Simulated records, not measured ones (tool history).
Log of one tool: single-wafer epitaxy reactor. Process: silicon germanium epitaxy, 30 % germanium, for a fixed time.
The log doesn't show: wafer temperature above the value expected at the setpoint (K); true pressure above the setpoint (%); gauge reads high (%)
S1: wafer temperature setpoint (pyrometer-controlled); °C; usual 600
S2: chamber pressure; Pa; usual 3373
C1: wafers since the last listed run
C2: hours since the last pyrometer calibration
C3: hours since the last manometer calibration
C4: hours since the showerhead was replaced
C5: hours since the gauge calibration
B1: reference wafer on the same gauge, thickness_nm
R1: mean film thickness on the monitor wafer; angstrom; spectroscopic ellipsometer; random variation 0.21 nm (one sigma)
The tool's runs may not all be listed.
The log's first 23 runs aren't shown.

| run | hour | S1 | S2 | C1 | C2 | C3 | C4 | C5 | B1 | R1 |
|---|---|---|---|---|---|---|---|---|---|---|
| 24 | 317.9 | 586 | 3373 | 218 | 189.9 | 22.6 | 280.3 | 75 | 65.048 | 554.29 |
| 25 | 324.5 | 615 | 3760 | 117 | 196.5 | 29.2 | 286.9 | 81.6 | 65.067 | 916.08 |
| 26 | 330.6 | 600 | 3373 | 108 | 202.6 | 35.3 | 293 | 87.7 | 64.994 | 696.7 |
| 27 | 346.8 | 611 | 3693 | 288 | 218.8 | 51.5 | 309.2 | 103.9 | 65.017 | 854.23 |
| 28 | 363.4 | 600 | 3373 | 295 | 235.4 | 68.1 | 325.8 | 120.5 | 65.004 | 696.28 |
| 29 | 377.6 | 612 | 4026 | 252 | 249.6 | 82.3 | 340 | 134.7 | 64.989 | 893.28 |
| 30 | 384.1 | 600 | 2893 | 115 | 256.1 | 88.8 | 346.5 | 141.2 | 64.964 | 659.79 |
| 31 | 394.2 | 595 | 2693 | 179 | 266.2 | 98.9 | 356.6 | 151.3 | 64.995 | 596.73 |
| 32 | 405.1 | 604 | 2546 | 193 | 277.1 | 109.8 | 367.5 | 162.2 | 64.972 | 673.74 |
| 33 | 412.5 | 587 | 2813 | 131 | 284.5 | 117.2 | 374.9 | 169.6 | 65.032 | 525.55 |
| 34 | 420.4 | 615 | 2586 | 140 | 292.4 | 125.1 | 382.8 | 177.5 | 64.999 | 809.4 |
| 35 | 462.6 | 610 | 2866 | 750 | 334.6 | 167.3 | 425 | 219.7 | 65.005 | 770.1 |

Forecast each of these 4 alternatives for the next run:
| A | 463 | 588 | 3373 | 7 | 335 | 167.7 | 425.4 | 220.1 | ? | ? |
| B | 463 | 607 | 3133 | 7 | 335 | 167.7 | 425.4 | 220.1 | ? | ? |
| C | 463 | 611 | 2826 | 7 | 335 | 167.7 | 425.4 | 220.1 | ? | ? |
| D | 463 | 600 | 4146 | 7 | 335 | 167.7 | 425.4 | 220.1 | ? | ? |

| run | B1 | R1 |
|---|---|---|
| A | 65.054 | 570 |
| B | 65.054 | 756.7 |
| C | 65.054 | 779.65 |
| D | 65.054 | 743.19 |
Without the tool's hidden state the same runs would have given:
| run | R1 |
|---|---|
| A | 582.29 |
| B | 772.49 |
| C | 795.81 |
| D | 758.88 |

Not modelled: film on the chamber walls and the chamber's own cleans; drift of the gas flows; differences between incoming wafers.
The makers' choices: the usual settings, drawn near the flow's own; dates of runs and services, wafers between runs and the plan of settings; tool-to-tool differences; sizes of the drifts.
